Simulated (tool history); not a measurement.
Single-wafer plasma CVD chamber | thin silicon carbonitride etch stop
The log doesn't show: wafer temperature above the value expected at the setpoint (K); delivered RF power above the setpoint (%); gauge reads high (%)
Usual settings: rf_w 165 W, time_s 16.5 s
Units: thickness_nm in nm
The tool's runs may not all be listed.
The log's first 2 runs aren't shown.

| run | day | rf_w | time_s | wafers since the last listed run | hours since the last thermocouple change | hours since the last RF generator calibration | hours since the showerhead was replaced | hours since the gauge calibration | read-back reference wafer on the same gauge, thickness_nm | thickness_nm |
|---|---|---|---|---|---|---|---|---|---|---|
| 3 | 5.729 | 175 | 16.5 | 3084 | 1495.1 | 1638.2 | 2002.4 | 316.7 | 9.698 | 9.290 |
| 4 | 6.662 | 165 | 16.5 | 668 | 1517.5 | 1660.6 | 2024.8 | 339.1 | 9.686 | 9.122 |
| 5 | 8.204 | 165 | 16.5 | 1104 | 1554.5 | 1697.6 | 2061.8 | 376.1 | 9.693 | 9.094 |
| 6 | 8.812 | 165 | 16.5 | 435 | 1569.1 | 1712.2 | 2076.4 | 390.7 | 9.697 | 9.117 |
| 7 | 9.321 | 165 | 16.5 | 364 | 1581.3 | 1724.4 | 2088.6 | 402.9 | 9.688 | 9.109 |
| 8 | 10.000 | 165 | 16.5 | 486 | 1597.6 | 1740.7 | 2104.9 | 419.2 | 9.692 | 9.117 |
| 9 | 11.262 | 165 | 16.5 | 904 | 1627.9 | 1771.0 | 2135.2 | 449.5 | 9.688 | 9.085 |
| 10 | 12.654 | 165 | 16.5 | 997 | 1661.3 | 1804.4 | 2168.6 | 482.9 | 9.699 | 9.141 |
| 11 | 13.917 | 165 | 16.5 | 904 | 1691.6 | 1834.7 | 2198.9 | 513.2 | 9.697 | 9.136 |
| 12 | 14.608 | 165 | 16.5 | 495 | 1708.2 | 1851.3 | 2215.5 | 529.8 | 9.702 | 9.110 |
| 13 | 15.508 | 165 | 16.5 | 644 | 1729.8 | 1872.9 | 2237.1 | 551.4 | 9.697 | 9.115 |
| 14 | 16.221 | 165 | 16.5 | 510 | 1746.9 | 1890.0 | 2254.2 | 568.5 | 9.694 | 9.138 |
| 15 | 17.254 | 165 | 16.5 | 740 | 1771.7 | 1914.8 | 2279.0 | 593.3 | 9.692 | 9.112 |
| 16 | 18.458 | 165 | 13.8 | 862 | 1800.6 | 1943.7 | 2307.9 | 622.2 | 9.695 | 7.612 |
|  | 20.967 | RF generator calibrated |
| 17 | 22.825 | 165 | 16.5 | 2890 | 1905.4 | 44.6 | 2412.7 | 727.0 | 9.687 | 9.358 |
|  | 24.021 | thermocouple changed; heater temperature recalibrated |
| 18 | 24.121 | 175 | 17.5 | 689 | 2.4 | 75.7 | 2443.8 | 758.1 | 9.683 | 10.123 |
| 19 | 25.467 | 165 | 16.5 | 964 | 34.7 | 108.0 | 2476.1 | 790.4 | 9.693 | 9.363 |
|  | 26.292 | gauge calibrated |
| 20 | 26.762 | 165 | 16.5 | 928 | 65.8 | 139.1 | 2507.2 | 11.3 | 9.693 | 9.365 |
| 21 | 27.612 | 185 | 17.6 | 609 | 86.2 | 159.5 | 2527.6 | 31.7 | 9.692 | 10.334 |
| 22 | 28.483 | 195 | 18.0 | 623 | 107.1 | 180.4 | 2548.5 | 52.6 | 9.689 | 10.729 |
|  | 29.404 | showerhead replaced |
| 23 | 29.783 | 185 | 14.9 | 692 | 138.3 | 211.6 | 9.1 | 83.8 | 9.690 | 8.757 |
| 24 | 30.717 | 165 | 16.5 | 668 | 160.7 | 234.0 | 31.5 | 106.2 | 9.690 | 9.311 |
| 25 | 31.658 | 165 | 16.5 | 674 | 183.3 | 256.6 | 54.1 | 128.8 | 9.686 | 9.319 |

Forecast run 26:
| 26 | 32.700 | 150 | 13.5 | 746 | 208.3 | 281.6 | 79.1 | 153.8 | ? | ? |

read-back reference wafer on the same gauge, thickness_nm: 9.688
thickness_nm: 7.362 nm
Without the tool's hidden state the same run would have given thickness_nm 7.426 nm.
